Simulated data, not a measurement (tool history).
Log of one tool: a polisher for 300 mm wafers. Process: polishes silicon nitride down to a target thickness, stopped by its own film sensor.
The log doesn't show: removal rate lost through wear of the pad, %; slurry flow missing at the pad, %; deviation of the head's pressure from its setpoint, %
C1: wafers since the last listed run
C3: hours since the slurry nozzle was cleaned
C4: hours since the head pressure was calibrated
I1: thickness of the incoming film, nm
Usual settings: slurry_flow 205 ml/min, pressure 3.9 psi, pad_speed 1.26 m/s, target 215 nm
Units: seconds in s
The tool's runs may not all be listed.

{"run": 1, "hour": 0.0, "slurry_flow": 205, "pressure": 5.0, "pad_speed": 1.26, "target": 215, "C1": 0, "wafers polished on this pad": 1841, "C3": 310.5, "C4": 301.9, "I1": 366.8, "seconds": 63.4}
{"hour": 25.1, "done": "slurry nozzle cleaned"}
{"run": 2, "hour": 35.0, "slurry_flow": 205, "pressure": 3.9, "pad_speed": 1.44, "target": 215, "C1": 560, "wafers polished on this pad": 2402, "C3": 9.9, "C4": 336.9, "I1": 364.4, "seconds": 70.2}
{"run": 3, "hour": 59.2, "slurry_flow": 205, "pressure": 3.9, "pad_speed": 1.44, "target": 215, "C1": 399, "wafers polished on this pad": 2801, "C3": 34.1, "C4": 361.1, "I1": 361.1, "seconds": 69.1}
{"run": 4, "hour": 87.0, "slurry_flow": 205, "pressure": 3.9, "pad_speed": 1.26, "target": 229, "C1": 458, "wafers polished on this pad": 3259, "C3": 61.9, "C4": 388.9, "I1": 352.9, "seconds": 66.1}
{"hour": 107.6, "done": "worn pad replaced by a new one"}
{"run": 5, "hour": 108.1, "slurry_flow": 205, "pressure": 3.9, "pad_speed": 1.26, "target": 215, "C1": 281, "wafers polished on this pad": 8, "C3": 83.0, "C4": 410.0, "I1": 363.2, "seconds": 78.7}
{"hour": 114.1, "done": "head pressure recalibrated"}
{"run": 6, "hour": 122.2, "slurry_flow": 205, "pressure": 3.9, "pad_speed": 1.26, "target": 215, "C1": 199, "wafers polished on this pad": 208, "C3": 97.1, "C4": 8.1, "I1": 353.8, "seconds": 68.7}
{"run": 7, "hour": 153.5, "slurry_flow": 205, "pressure": 3.9, "pad_speed": 1.26, "target": 215, "C1": 516, "wafers polished on this pad": 724, "C3": 128.4, "C4": 39.4, "I1": 358.0, "seconds": 72.7}
{"run": 8, "hour": 166.0, "slurry_flow": 205, "pressure": 3.9, "pad_speed": 1.42, "target": 181, "C1": 206, "wafers polished on this pad": 930, "C3": 140.9, "C4": 51.9, "I1": 354.2, "seconds": 77.8}
{"run": 9, "hour": 199.9, "slurry_flow": 205, "pressure": 3.9, "pad_speed": 1.42, "target": 181, "C1": 559, "wafers polished on this pad": 1489, "C3": 174.8, "C4": 85.8, "I1": 361.9, "seconds": 79.8}
{"run": 10, "hour": 216.9, "slurry_flow": 205, "pressure": 3.9, "pad_speed": 1.42, "target": 181, "C1": 280, "wafers polished on this pad": 1769, "C3": 191.8, "C4": 102.8, "I1": 359.9, "seconds": 82.6}
{"run": 11, "hour": 264.1, "slurry_flow": 205, "pressure": 3.9, "pad_speed": 1.26, "target": 215, "C1": 778, "wafers polished on this pad": 2548, "C3": 239.0, "C4": 150.0, "I1": 359.2, "seconds": 73.8}
{"run": 12, "hour": 291.4, "slurry_flow": 205, "pressure": 3.9, "pad_speed": 1.26, "target": 215, "C1": 450, "wafers polished on this pad": 2998, "C3": 266.3, "C4": 177.3, "I1": 364.7, "seconds": 74.3}
{"hour": 309.9, "done": "worn pad replaced by a new one"}
{"run": 13, "hour": 311.3, "slurry_flow": 205, "pressure": 3.9, "pad_speed": 1.26, "target": 215, "C1": 262, "wafers polished on this pad": 22, "C3": 286.2, "C4": 197.2, "I1": 363.9, "seconds": 76.1}
{"run": 14, "hour": 342.7, "slurry_flow": 205, "pressure": 4.6, "pad_speed": 1.26, "target": 215, "C1": 517, "wafers polished on this pad": 540, "C3": 317.6, "C4": 228.6, "I1": 357.4, "seconds": 62.9}
{"run": 15, "hour": 376.7, "slurry_flow": 205, "pressure": 3.9, "pad_speed": 1.26, "target": 215, "C1": 560, "wafers polished on this pad": 1101, "C3": 351.6, "C4": 262.6, "I1": 357.7, "seconds": 74.5}
{"run": 16, "hour": 410.2, "slurry_flow": 205, "pressure": 3.9, "pad_speed": 1.26, "target": 215, "C1": 552, "wafers polished on this pad": 1653, "C3": 385.1, "C4": 296.1, "I1": 361.8, "seconds": 77.8}
{"hour": 427.6, "done": "slurry nozzle cleaned"}
{"run": 17, "hour": 445.6, "slurry_flow": 205, "pressure": 3.9, "pad_speed": 1.26, "target": 215, "C1": 567, "wafers polished on this pad": 2220, "C3": 18.0, "C4": 331.5, "I1": 356.1, "seconds": 74.5}
{"run": 18, "hour": 476.4, "slurry_flow": 205, "pressure": 3.9, "pad_speed": 1.1, "target": 167, "C1": 507, "wafers polished on this pad": 2728, "C3": 48.8, "C4": 362.3, "I1": 355.5, "seconds": 110.8}
{"run": 19, "hour": 504.7, "slurry_flow": 205, "pressure": 3.9, "pad_speed": 1.26, "target": 215, "C1": 466, "wafers polished on this pad": 3195, "C3": 77.1, "C4": 390.6, "I1": 360.1, "seconds": 78.5}
{"run": 20, "hour": 532.0, "slurry_flow": 225, "pressure": 3.9, "pad_speed": 1.26, "target": 215, "C1": 450, "wafers polished on this pad": 3645, "C3": 104.4, "C4": 417.9, "I1": 363.6, "seconds": 82.6}
{"hour": 541.0, "done": "worn pad replaced by a new one"}
{"hour": 562.8, "done": "head pressure recalibrated"}
{"run": 21, "hour": 594.2, "slurry_flow": 205, "pressure": 3.9, "pad_speed": 1.26, "target": 215, "C1": 926, "wafers polished on this pad": 844, "C3": 166.6, "C4": 31.4, "I1": 359.7, "seconds": 68.3}
{"run": 22, "hour": 635.6, "slurry_flow": 205, "pressure": 3.9, "pad_speed": 1.26, "target": 215, "C1": 682, "wafers polished on this pad": 1526, "C3": 208.0, "C4": 72.8, "I1": 360.6, "seconds": 68.5}
{"run": 23, "hour": 650.8, "slurry_flow": 205, "pressure": 3.9, "pad_speed": 1.26, "target": 215, "C1": 250, "wafers polished on this pad": 1777, "C3": 223.2, "C4": 88.0, "I1": 362.2, "seconds": 70.1}
{"run": 24, "hour": 680.7, "slurry_flow": 205, "pressure": 3.9, "pad_speed": 1.38, "target": 247, "C1": 493, "wafers polished on this pad": 2270, "C3": 253.1, "C4": 117.9, "I1": 365.8, "seconds": 54.4}
{"run": 25, "hour": 706.9, "slurry_flow": 240, "pressure": 2.6, "pad_speed": 1.66, "target": 186, "C1": 432, "wafers polished on this pad": 2702, "C3": 279.3, "C4": 144.1, "I1": 358.4, "seconds": 95.5}
{"run": 26, "hour": 721.4, "slurry_flow": 205, "pressure": 3.9, "pad_speed": 1.26, "target": 215, "C1": 239, "wafers polished on this pad": 2941, "C3": 293.8, "C4": 158.6, "I1": 357.8, "seconds": 74.5}
{"hour": 736.2, "done": "worn pad replaced by a new one"}
{"run": 27, "hour": 747.7, "slurry_flow": 205, "pressure": 3.9, "pad_speed": 0.9, "target": 215, "C1": 367, "wafers polished on this pad": 189, "C3": 320.1, "C4": 184.9, "I1": 356.1, "seconds": 89.4}
{"hour": 760.6, "done": "slurry nozzle cleaned"}
{"run": 28, "hour": 771.9, "slurry_flow": 255, "pressure": 3.9, "pad_speed": 1.26, "target": 215, "C1": 382, "wafers polished on this pad": 572, "C3": 11.3, "C4": 209.1, "I1": 357.2, "seconds": 69.0}
{"run": 29, "hour": 794.5, "slurry_flow": 185, "pressure": 3.1, "pad_speed": 1.52, "target": 245, "C1": 372, "wafers polished on this pad": 944, "C3": 33.9, "C4": 231.7, "I1": 363.1, "seconds": 62.9}
{"run": 30, "hour": 811.8, "slurry_flow": 205, "pressure": 5.2, "pad_speed": 1.1, "target": 242, "C1": 285, "wafers polished on this pad": 1230, "C3": 51.2, "C4": 249.0, "I1": 362.3, "seconds": 54.1}
{"run": 31, "hour": 839.4, "slurry_flow": 235, "pressure": 3.1, "pad_speed": 1.54, "target": 215, "C1": 455, "wafers polished on this pad": 1685, "C3": 78.8, "C4": 276.6, "I1": 357.8, "seconds": 74.4}
{"run": 32, "hour": 858.9, "slurry_flow": 205, "pressure": 3.9, "pad_speed": 1.4, "target": 215, "C1": 321, "wafers polished on this pad": 2006, "C3": 98.3, "C4": 296.1, "I1": 364.6, "seconds": 71.3}
{"run": 33, "hour": 885.6, "slurry_flow": 205, "pressure": 3.9, "pad_speed": 1.26, "target": 215, "C1": 440, "wafers polished on this pad": 2446, "C3": 125.0, "C4": 322.8, "I1": 362.0, "seconds": 79.1}
{"run": 34, "hour": 917.0, "slurry_flow": 180, "pressure": 5.0, "pad_speed": 1.26, "target": 260, "C1": 517, "wafers polished on this pad": 2964, "C3": 156.4, "C4": 354.2, "I1": 366.3, "seconds": 46.2}
{"run": 35, "hour": 929.0, "slurry_flow": 160, "pressure": 3.9, "pad_speed": 1.26, "target": 215, "C1": 197, "wafers polished on this pad": 3162, "C3": 168.4, "C4": 366.2, "I1": 359.4, "seconds": 79.1}
{"run": 36, "hour": 953.1, "slurry_flow": 205, "pressure": 3.9, "pad_speed": 1.26, "target": 215, "C1": 397, "wafers polished on this pad": 3560, "C3": 192.5, "C4": 390.3, "I1": 360.2, "seconds": 76.2}
{"hour": 959.4, "done": "worn pad replaced by a new one"}
{"run": 37, "hour": 987.0, "slurry_flow": 170, "pressure": 2.7, "pad_speed": 1.26, "target": 215, "C1": 493, "wafers polished on this pad": 454, "C3": 226.4, "C4": 424.2, "I1": 363.2, "seconds": 117.5}

4 ways to go on from here, each from the tool as it stands after run 37. What would each give?
{"run": "A", "hour": 987.4, "slurry_flow": 205, "pressure": 3.9, "pad_speed": 1.26, "target": 215, "C1": 6, "wafers polished on this pad": 461, "C3": 226.8, "C4": 424.6, "I1": 361.3, "seconds": "?"}
{"run": "B", "hour": 987.4, "slurry_flow": 155, "pressure": 4.8, "pad_speed": 1.5, "target": 215, "C1": 6, "wafers polished on this pad": 461, "C3": 226.8, "C4": 424.6, "I1": 361.3, "seconds": "?"}
{"run": "C", "hour": 987.4, "slurry_flow": 205, "pressure": 3.9, "pad_speed": 0.96, "target": 238, "C1": 6, "wafers polished on this pad": 461, "C3": 226.8, "C4": 424.6, "I1": 361.3, "seconds": "?"}
{"run": "D", "hour": 987.4, "slurry_flow": 205, "pressure": 2.7, "pad_speed": 1.26, "target": 243, "C1": 6, "wafers polished on this pad": 461, "C3": 226.8, "C4": 424.6, "I1": 361.3, "seconds": "?"}

run=A seconds=79.7
run=B seconds=60.7
run=C seconds=83.5
run=D seconds=87.4
Without the tool's hidden state the same runs would have given:
run=A seconds=73.1
run=B seconds=55.7
run=C seconds=76.5
run=D seconds=80.1
